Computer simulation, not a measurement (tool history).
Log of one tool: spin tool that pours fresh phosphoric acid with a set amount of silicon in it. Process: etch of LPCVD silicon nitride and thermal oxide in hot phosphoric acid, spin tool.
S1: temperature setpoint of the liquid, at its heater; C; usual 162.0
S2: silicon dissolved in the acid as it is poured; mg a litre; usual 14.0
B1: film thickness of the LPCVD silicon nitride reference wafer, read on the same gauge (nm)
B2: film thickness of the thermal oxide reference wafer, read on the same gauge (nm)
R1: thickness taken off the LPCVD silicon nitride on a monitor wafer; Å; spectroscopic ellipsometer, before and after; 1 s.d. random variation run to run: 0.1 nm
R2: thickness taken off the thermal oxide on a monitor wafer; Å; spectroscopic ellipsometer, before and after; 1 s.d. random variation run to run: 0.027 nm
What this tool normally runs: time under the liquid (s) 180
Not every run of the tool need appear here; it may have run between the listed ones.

Run 1, hour 0.0: usual settings; B1 60.00; B2 150.017. Result: R1 134.3 Å, R2 3.31 Å.
Run 2, hour 25.0: usual settings; B1 59.99; B2 150.020. Result: R1 133.0 Å, R2 2.83 Å.
Run 3, hour 50.8: usual settings but S1 159.5 C; B1 60.01; B2 150.000. Result: R1 121.3 Å, R2 2.38 Å.
Run 4, hour 71.2: usual settings but S1 159.5 C; B1 59.98; B2 150.005. Result: R1 120.2 Å, R2 2.35 Å.
At hour 76.1: thermometer replaced.
Run 5, hour 85.3: usual settings but S1 159.5 C; B1 60.02; B2 149.988. Result: R1 120.7 Å, R2 2.51 Å.
At hour 92.3: dissolved silicon flow meter replaced.
Run 6, hour 118.4: usual settings; B1 60.03; B2 149.986. Result: R1 133.5 Å, R2 3.15 Å.
At hour 130.8: heated supply line repaired.
Run 7, hour 198.0: usual settings; B1 60.04; B2 150.009. Result: R1 148.7 Å, R2 4.14 Å.
Run 8, hour 226.6: usual settings; B1 60.01; B2 150.006. Result: R1 149.8 Å, R2 4.46 Å.
At hour 232.5: gauge calibrated.
Run 9, hour 261.1: usual settings but S1 160.0 C, S2 20.0 mg a litre, time under the liquid (s) 145; B1 59.99; B2 149.982. Result: R1 112.6 Å, R2 2.42 Å.
Run 10, hour 291.0: usual settings but S2 5.5 mg a litre; B1 59.98; B2 149.998. Result: R1 148.1 Å, R2 4.76 Å.
Run 11, hour 305.7: usual settings but time under the liquid (s) 75; B1 60.01; B2 150.022. Result: R1 61.7 Å, R2 1.54 Å.
Run 12, hour 330.5: usual settings but S1 160.0 C, S2 7.5 mg a litre, time under the liquid (s) 260; B1 60.00; B2 150.012. Result: R1 199.9 Å, R2 5.95 Å.
Run 13, hour 354.1: usual settings but S2 8.5 mg a litre, time under the liquid (s) 95; B1 59.98; B2 149.997. Result: R1 77.2 Å, R2 2.48 Å.
Run 14, hour 370.9: usual settings but time under the liquid (s) 145; B1 59.98; B2 149.990. Result: R1 118.4 Å, R2 3.28 Å.
Run 15, hour 388.4: usual settings but S2 4.5 mg a litre, time under the liquid (s) 125; B1 60.02; B2 149.971. Result: R1 102.0 Å, R2 3.30 Å.
Run 16, hour 422.2: usual settings but S2 6.5 mg a litre, time under the liquid (s) 275; B1 59.99; B2 150.008. Result: R1 223.5 Å, R2 7.35 Å.
Run 17, hour 453.0: usual settings but S1 160.5 C, time under the liquid (s) 70; B1 60.01; B2 149.981. Result: R1 53.6 Å, R2 1.15 Å.
Run 18, hour 483.7: usual settings but S1 164.5 C, S2 17.0 mg a litre; B1 60.00; B2 149.999. Result: R1 157.8 Å, R2 4.70 Å.
Run 19, hour 509.7: usual settings but S2 22.5 mg a litre, time under the liquid (s) 215; B1 59.98; B2 149.994. Result: R1 172.4 Å, R2 3.82 Å.
Run 20, hour 533.0: usual settings; B1 59.99; B2 149.989. Result: R1 145.0 Å, R2 3.85 Å.
Run 21, hour 547.5: usual settings but S1 160.0 C, S2 20.0 mg a litre, time under the liquid (s) 145; B1 59.99; B2 149.990. Result: R1 109.9 Å, R2 2.51 Å.
Run 22, hour 571.8: usual settings; B1 60.00; B2 150.001. Result: R1 145.4 Å, R2 3.78 Å.

4 options for the next run, each taken on its own from the tool as it stands now. Forecast them:
Run A, hour 572.3: usual settings; B1 ?; B2 ?. Result: R1 ?, R2 ?.
Run B, hour 572.3: usual settings but S1 163.5 C, S2 22.0 mg a litre, time under the liquid (s) 115; B1 ?; B2 ?. Result: R1 ?, R2 ?.
Run C, hour 572.3: usual settings but S2 17.5 mg a litre; B1 ?; B2 ?. Result: R1 ?, R2 ?.
Run D, hour 572.3: usual settings but S1 160.0 C, S2 4.0 mg a litre, time under the liquid (s) 125; B1 ?; B2 ?. Result: R1 ?, R2 ?.

run     B1       B2     R1    R2
  A  60.01  149.991  144.9  3.83
  B  60.01  149.991   97.3  2.20
  C  60.01  149.991  144.9  3.51
  D  60.01  149.991   94.1  2.85
Stripped of hidden state, with their random variation kept, the same runs would have yielded:
run     R1    R2
  A  153.6  4.36
  B  103.1  2.50
  C  153.6  3.99
  D   99.7  3.25
